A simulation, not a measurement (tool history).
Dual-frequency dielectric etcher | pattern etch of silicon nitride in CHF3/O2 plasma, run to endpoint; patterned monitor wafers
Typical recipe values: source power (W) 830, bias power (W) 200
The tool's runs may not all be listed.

| run | day | source power (W) | bias power (W) | incoming incoming film thickness, nm | endpoint time (s) |
|---|---|---|---|---|---|
| 1 | 0.000 | 940 | 166 | 62.1 | 34.1 |
| 2 | 0.788 | 940 | 166 | 61.3 | 33.6 |
|  | 2.021 | wet clean of the chamber |
| 3 | 2.042 | 780 | 200 | 61.3 | 33.2 |
| 4 | 2.917 | 780 | 200 | 61.1 | 32.8 |
| 5 | 3.992 | 830 | 213 | 61.1 | 31.8 |
| 6 | 5.292 | 830 | 213 | 61.0 | 31.9 |
| 7 | 6.833 | 830 | 213 | 60.7 | 31.8 |
| 8 | 7.358 | 970 | 200 | 61.2 | 30.9 |
| 9 | 8.300 | 830 | 200 | 61.0 | 32.6 |
| 10 | 9.521 | 830 | 200 | 60.4 | 32.3 |
| 11 | 10.512 | 830 | 200 | 60.4 | 32.5 |
| 12 | 11.892 | 830 | 200 | 61.6 | 33.1 |
| 13 | 13.154 | 830 | 200 | 61.1 | 33.1 |
| 14 | 14.104 | 830 | 176 | 60.2 | 33.8 |
| 15 | 14.979 | 830 | 176 | 60.7 | 34.0 |
| 16 | 15.583 | 700 | 200 | 61.1 | 34.9 |
| 17 | 16.562 | 830 | 200 | 60.4 | 32.6 |
| 18 | 17.496 | 950 | 213 | 60.5 | 30.7 |
|  | 18.358 | source power generator calibrated |
| 19 | 18.708 | 830 | 200 | 61.5 | 33.5 |
| 20 | 19.892 | 830 | 200 | 60.5 | 32.7 |
|  | 23.467 | wet clean of the chamber |
|  | 24.708 | upper electrode replaced |
| 21 | 24.729 | 640 | 213 | 61.1 | 34.5 |
| 22 | 24.742 | 930 | 178 | 61.1 | 32.4 |
| 23 | 24.938 | 930 | 229 | 61.0 | 29.9 |
| 24 | 26.029 | 830 | 225 | 61.1 | 31.5 |
| 25 | 27.383 | 830 | 230 | 61.3 | 31.3 |
| 26 | 28.125 | 990 | 200 | 60.6 | 30.5 |
|  | 29.988 | bias power generator calibrated |
| 27 | 31.254 | 1010 | 228 | 60.6 | 29.2 |
| 28 | 32.167 | 670 | 238 | 60.7 | 33.2 |
| 29 | 32.762 | 830 | 159 | 60.8 | 34.9 |
| 30 | 33.608 | 780 | 200 | 61.2 | 33.6 |
| 31 | 35.321 | 830 | 200 | 61.1 | 33.1 |
| 32 | 36.758 | 830 | 200 | 61.5 | 33.4 |
| 33 | 37.612 | 680 | 221 | 60.9 | 34.2 |

State the hidden condition of the tool at each of the runs:
source power that arrives over what is set, %: 0, the same for each run
bias power that arrives over what is set, %: 0, the same for each run
H1: etch rate over this chamber's usual, %
| run | H1 |
|---|---|
| 1 | -2.86 |
| 2 | -2.99 |
| 3 | -0.0318 |
| 4 | -0.176 |
| 5 | -0.352 |
| 6 | -0.566 |
| 7 | -0.819 |
| 8 | -0.906 |
| 9 | -1.06 |
| 10 | -1.26 |
| 11 | -1.42 |
| 12 | -1.65 |
| 13 | -1.86 |
| 14 | -2.01 |
| 15 | -2.16 |
| 16 | -2.26 |
| 17 | -2.42 |
| 18 | -2.57 |
| 19 | -2.77 |
| 20 | -2.97 |
| 21 | -0.488 |
| 22 | -0.49 |
| 23 | -0.522 |
| 24 | -0.702 |
| 25 | -0.924 |
| 26 | -1.05 |
| 27 | -1.56 |
| 28 | -1.71 |
| 29 | -1.81 |
| 30 | -1.95 |
| 31 | -2.23 |
| 32 | -2.46 |
| 33 | -2.61 |
